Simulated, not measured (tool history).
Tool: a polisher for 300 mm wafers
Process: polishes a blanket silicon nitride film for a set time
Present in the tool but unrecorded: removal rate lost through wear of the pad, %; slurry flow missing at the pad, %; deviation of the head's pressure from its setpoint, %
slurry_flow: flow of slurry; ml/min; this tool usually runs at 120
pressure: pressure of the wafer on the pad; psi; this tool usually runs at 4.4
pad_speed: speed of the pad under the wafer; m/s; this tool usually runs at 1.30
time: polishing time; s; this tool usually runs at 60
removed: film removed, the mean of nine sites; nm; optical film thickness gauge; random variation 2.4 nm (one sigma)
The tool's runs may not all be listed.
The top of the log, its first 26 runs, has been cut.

| run | hour | slurry_flow | pressure | pad_speed | time | wafers since the last listed run | wafers polished on this pad | hours since the slurry nozzle was cleaned | hours since the head pressure was calibrated | incoming thickness of the incoming film, nm | removed |
|---|---|---|---|---|---|---|---|---|---|---|---|
|  | 2077.4 | worn pad replaced by a new one |
| 27 | 2275.5 | 90 | 4.4 | 1.04 | 50 | 1374 | 1227 | 278.6 | 418.7 | 457.9 | 111.9 |
| 28 | 2336.7 | 120 | 3.9 | 1.12 | 70 | 379 | 1607 | 339.8 | 479.9 | 459.7 | 157.9 |
| 29 | 2386.3 | 155 | 4.4 | 1.30 | 67 | 307 | 1914 | 389.4 | 529.5 | 454.1 | 183.6 |
| 30 | 2456.7 | 120 | 4.4 | 1.30 | 60 | 436 | 2351 | 459.8 | 599.9 | 465.5 | 157.2 |
| 31 | 2529.6 | 120 | 4.4 | 1.30 | 60 | 451 | 2802 | 532.7 | 672.8 | 453.3 | 151.8 |
|  | 2569.7 | slurry nozzle cleaned |
| 32 | 2593.2 | 140 | 4.4 | 1.30 | 60 | 388 | 3190 | 23.5 | 736.4 | 463.8 | 161.3 |
|  | 2636.0 | worn pad replaced by a new one |
| 33 | 2683.7 | 120 | 4.4 | 1.60 | 74 | 536 | 295 | 114.0 | 826.9 | 460.1 | 213.5 |
|  | 2690.1 | head pressure recalibrated |
| 34 | 2754.8 | 120 | 3.4 | 1.30 | 45 | 428 | 723 | 185.1 | 64.7 | 462.3 | 109.6 |
| 35 | 2830.0 | 120 | 3.7 | 1.16 | 60 | 466 | 1190 | 260.3 | 139.9 | 465.3 | 139.3 |

Alternative continuations, all from the tool just after run 35; predict every row:
| A | 2830.4 | 120 | 4.4 | 1.30 | 60 | 2 | 1192 | 260.7 | 140.3 | 455.1 | ? |
| B | 2830.4 | 120 | 3.5 | 1.30 | 51 | 2 | 1192 | 260.7 | 140.3 | 455.1 | ? |
| C | 2830.4 | 120 | 4.4 | 0.98 | 68 | 2 | 1192 | 260.7 | 140.3 | 455.1 | ? |
| D | 2830.4 | 100 | 5.2 | 1.52 | 39 | 2 | 1192 | 260.7 | 140.3 | 455.1 | ? |
| E | 2830.4 | 120 | 4.4 | 0.96 | 60 | 2 | 1192 | 260.7 | 140.3 | 455.1 | ? |

| run | removed |
|---|---|
| A | 159.6 |
| B | 120.2 |
| C | 161.2 |
| D | 116.7 |
| E | 141.2 |
With no hidden state in the tool, these same runs would have given:
| run | removed |
|---|---|
| A | 161.4 |
| B | 121.6 |
| C | 163.1 |
| D | 118.1 |
| E | 142.8 |
